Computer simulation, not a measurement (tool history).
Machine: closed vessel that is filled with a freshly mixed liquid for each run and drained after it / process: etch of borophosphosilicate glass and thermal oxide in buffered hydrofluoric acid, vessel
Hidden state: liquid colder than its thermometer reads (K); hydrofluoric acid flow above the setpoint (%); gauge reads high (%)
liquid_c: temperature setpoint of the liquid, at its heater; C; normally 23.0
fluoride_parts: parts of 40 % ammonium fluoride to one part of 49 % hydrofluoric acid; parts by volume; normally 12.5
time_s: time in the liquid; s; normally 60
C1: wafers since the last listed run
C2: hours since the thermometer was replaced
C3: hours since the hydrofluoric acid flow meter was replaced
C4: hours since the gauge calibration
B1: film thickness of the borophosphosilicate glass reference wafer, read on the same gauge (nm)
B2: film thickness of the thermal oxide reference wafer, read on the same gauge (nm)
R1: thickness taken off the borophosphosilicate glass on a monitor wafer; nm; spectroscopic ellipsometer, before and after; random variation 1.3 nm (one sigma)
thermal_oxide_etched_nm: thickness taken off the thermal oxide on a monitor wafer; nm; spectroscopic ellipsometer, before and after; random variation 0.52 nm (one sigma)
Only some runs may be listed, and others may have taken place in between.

{"run": 1, "hour": 0.0, "liquid_c": 23.0, "fluoride_parts": 12.5, "time_s": 60, "C1": 0, "C2": 408.9, "C3": 1009.1, "C4": 128.3, "B1": 140.01, "B2": 149.99, "R1": 136.64, "thermal_oxide_etched_nm": 50.77}
{"run": 2, "hour": 21.8, "liquid_c": 23.0, "fluoride_parts": 12.5, "time_s": 60, "C1": 1459, "C2": 430.7, "C3": 1030.9, "C4": 150.1, "B1": 140.0, "B2": 150.0, "R1": 135.73, "thermal_oxide_etched_nm": 50.34}
{"run": 3, "hour": 49.9, "liquid_c": 23.0, "fluoride_parts": 12.5, "time_s": 60, "C1": 1880, "C2": 458.8, "C3": 1059.0, "C4": 178.2, "B1": 140.0, "B2": 150.02, "R1": 137.19, "thermal_oxide_etched_nm": 50.77}
{"run": 4, "hour": 65.8, "liquid_c": 23.0, "fluoride_parts": 12.5, "time_s": 60, "C1": 1064, "C2": 474.7, "C3": 1074.9, "C4": 194.1, "B1": 139.99, "B2": 150.04, "R1": 138.44, "thermal_oxide_etched_nm": 50.27}
{"run": 5, "hour": 86.7, "liquid_c": 23.0, "fluoride_parts": 12.5, "time_s": 60, "C1": 1399, "C2": 495.6, "C3": 1095.8, "C4": 215.0, "B1": 140.02, "B2": 150.02, "R1": 136.89, "thermal_oxide_etched_nm": 49.95}
{"run": 6, "hour": 118.9, "liquid_c": 22.0, "fluoride_parts": 12.5, "time_s": 50, "C1": 2155, "C2": 527.8, "C3": 1128.0, "C4": 247.2, "B1": 140.01, "B2": 150.0, "R1": 107.5, "thermal_oxide_etched_nm": 39.28}
{"run": 7, "hour": 136.3, "liquid_c": 23.0, "fluoride_parts": 12.5, "time_s": 60, "C1": 1164, "C2": 545.2, "C3": 1145.4, "C4": 264.6, "B1": 139.99, "B2": 149.98, "R1": 136.01, "thermal_oxide_etched_nm": 49.56}
{"run": 8, "hour": 167.0, "liquid_c": 23.0, "fluoride_parts": 12.5, "time_s": 60, "C1": 2055, "C2": 575.9, "C3": 1176.1, "C4": 295.3, "B1": 139.99, "B2": 150.02, "R1": 136.06, "thermal_oxide_etched_nm": 49.24}
{"run": 9, "hour": 201.3, "liquid_c": 23.0, "fluoride_parts": 12.5, "time_s": 60, "C1": 2295, "C2": 610.2, "C3": 1210.4, "C4": 329.6, "B1": 139.99, "B2": 150.01, "R1": 134.58, "thermal_oxide_etched_nm": 49.76}
{"run": 10, "hour": 231.0, "liquid_c": 23.0, "fluoride_parts": 9.0, "time_s": 60, "C1": 1988, "C2": 639.9, "C3": 1240.1, "C4": 359.3, "B1": 140.02, "B2": 149.97, "R1": 176.53, "thermal_oxide_etched_nm": 65.62}
{"run": 11, "hour": 249.3, "liquid_c": 23.0, "fluoride_parts": 9.0, "time_s": 60, "C1": 1224, "C2": 658.2, "C3": 1258.4, "C4": 377.6, "B1": 139.97, "B2": 149.99, "R1": 174.46, "thermal_oxide_etched_nm": 65.13}
{"run": 12, "hour": 263.4, "liquid_c": 23.0, "fluoride_parts": 15.5, "time_s": 60, "C1": 943, "C2": 672.3, "C3": 1272.5, "C4": 391.7, "B1": 140.01, "B2": 150.01, "R1": 106.32, "thermal_oxide_etched_nm": 39.69}
{"run": 13, "hour": 292.0, "liquid_c": 23.0, "fluoride_parts": 12.5, "time_s": 60, "C1": 1914, "C2": 700.9, "C3": 1301.1, "C4": 420.3, "B1": 140.01, "B2": 150.02, "R1": 131.2, "thermal_oxide_etched_nm": 49.44}
{"run": 14, "hour": 314.6, "liquid_c": 25.0, "fluoride_parts": 12.5, "time_s": 60, "C1": 1512, "C2": 723.5, "C3": 1323.7, "C4": 442.9, "B1": 139.99, "B2": 149.98, "R1": 147.12, "thermal_oxide_etched_nm": 54.34}
{"run": 15, "hour": 345.7, "liquid_c": 23.0, "fluoride_parts": 9.0, "time_s": 60, "C1": 2081, "C2": 754.6, "C3": 1354.8, "C4": 474.0, "B1": 140.03, "B2": 150.01, "R1": 175.85, "thermal_oxide_etched_nm": 63.73}
{"run": 16, "hour": 379.9, "liquid_c": 23.0, "fluoride_parts": 12.5, "time_s": 60, "C1": 2289, "C2": 788.8, "C3": 1389.0, "C4": 508.2, "B1": 140.0, "B2": 150.0, "R1": 129.76, "thermal_oxide_etched_nm": 47.69}
{"run": 17, "hour": 398.6, "liquid_c": 23.0, "fluoride_parts": 16.0, "time_s": 60, "C1": 1251, "C2": 807.5, "C3": 1407.7, "C4": 526.9, "B1": 140.01, "B2": 149.99, "R1": 102.4, "thermal_oxide_etched_nm": 37.06}
{"hour": 418.6, "done": "thermometer replaced"}
{"hour": 421.8, "done": "gauge calibrated"}
{"run": 18, "hour": 429.3, "liquid_c": 22.0, "fluoride_parts": 12.5, "time_s": 50, "C1": 1988, "C2": 10.7, "C3": 1438.4, "C4": 7.5, "B1": 140.01, "B2": 150.0, "R1": 116.04, "thermal_oxide_etched_nm": 42.7}
{"hour": 430.4, "done": "hydrofluoric acid flow meter replaced"}
{"run": 19, "hour": 449.8, "liquid_c": 20.5, "fluoride_parts": 14.5, "time_s": 60, "C1": 1305, "C2": 31.2, "C3": 19.4, "C4": 28.0, "B1": 140.02, "B2": 150.01, "R1": 111.53, "thermal_oxide_etched_nm": 40.56}
{"run": 20, "hour": 465.8, "liquid_c": 23.0, "fluoride_parts": 9.5, "time_s": 30, "C1": 1071, "C2": 47.2, "C3": 35.4, "C4": 44.0, "B1": 140.01, "B2": 150.01, "R1": 91.82, "thermal_oxide_etched_nm": 34.2}
{"run": 21, "hour": 490.8, "liquid_c": 23.0, "fluoride_parts": 12.5, "time_s": 60, "C1": 1673, "C2": 72.2, "C3": 60.4, "C4": 69.0, "B1": 140.02, "B2": 150.0, "R1": 142.84, "thermal_oxide_etched_nm": 53.27}
{"run": 22, "hour": 506.5, "liquid_c": 25.5, "fluoride_parts": 11.0, "time_s": 60, "C1": 1050, "C2": 87.9, "C3": 76.1, "C4": 84.7, "B1": 140.01, "B2": 150.0, "R1": 185.67, "thermal_oxide_etched_nm": 68.19}
{"run": 23, "hour": 523.0, "liquid_c": 23.0, "fluoride_parts": 12.5, "time_s": 35, "C1": 1104, "C2": 104.4, "C3": 92.6, "C4": 101.2, "B1": 140.0, "B2": 150.0, "R1": 84.04, "thermal_oxide_etched_nm": 31.0}
{"run": 24, "hour": 545.4, "liquid_c": 25.5, "fluoride_parts": 17.5, "time_s": 85, "C1": 1499, "C2": 126.8, "C3": 115.0, "C4": 123.6, "B1": 140.0, "B2": 150.0, "R1": 166.66, "thermal_oxide_etched_nm": 60.21}

3 options for the next run, each taken on its own from the tool as it stands now. Forecast them:
{"run": "A", "hour": 546.1, "liquid_c": 23.0, "fluoride_parts": 14.0, "time_s": 60, "C1": 46, "C2": 127.5, "C3": 115.7, "C4": 124.3, "B1": "?", "B2": "?", "R1": "?", "thermal_oxide_etched_nm": "?"}
{"run": "B", "hour": 546.1, "liquid_c": 18.5, "fluoride_parts": 12.5, "time_s": 50, "C1": 46, "C2": 127.5, "C3": 115.7, "C4": 124.3, "B1": "?", "B2": "?", "R1": "?", "thermal_oxide_etched_nm": "?"}
{"run": "C", "hour": 546.1, "liquid_c": 25.5, "fluoride_parts": 11.0, "time_s": 95, "C1": 46, "C2": 127.5, "C3": 115.7, "C4": 124.3, "B1": "?", "B2": "?", "R1": "?", "thermal_oxide_etched_nm": "?"}

run=A B1=139.99 B2=149.99 R1=128.60 thermal_oxide_etched_nm=47.39
run=B B1=139.99 B2=149.99 R1=93.47 thermal_oxide_etched_nm=34.32
run=C B1=139.99 B2=149.99 R1=295.48 thermal_oxide_etched_nm=108.88
Stripped of hidden state, with their random variation kept, the same runs would have yielded:
run=A R1=131.01 thermal_oxide_etched_nm=48.28
run=B R1=95.27 thermal_oxide_etched_nm=34.98
run=C R1=300.90 thermal_oxide_etched_nm=110.90
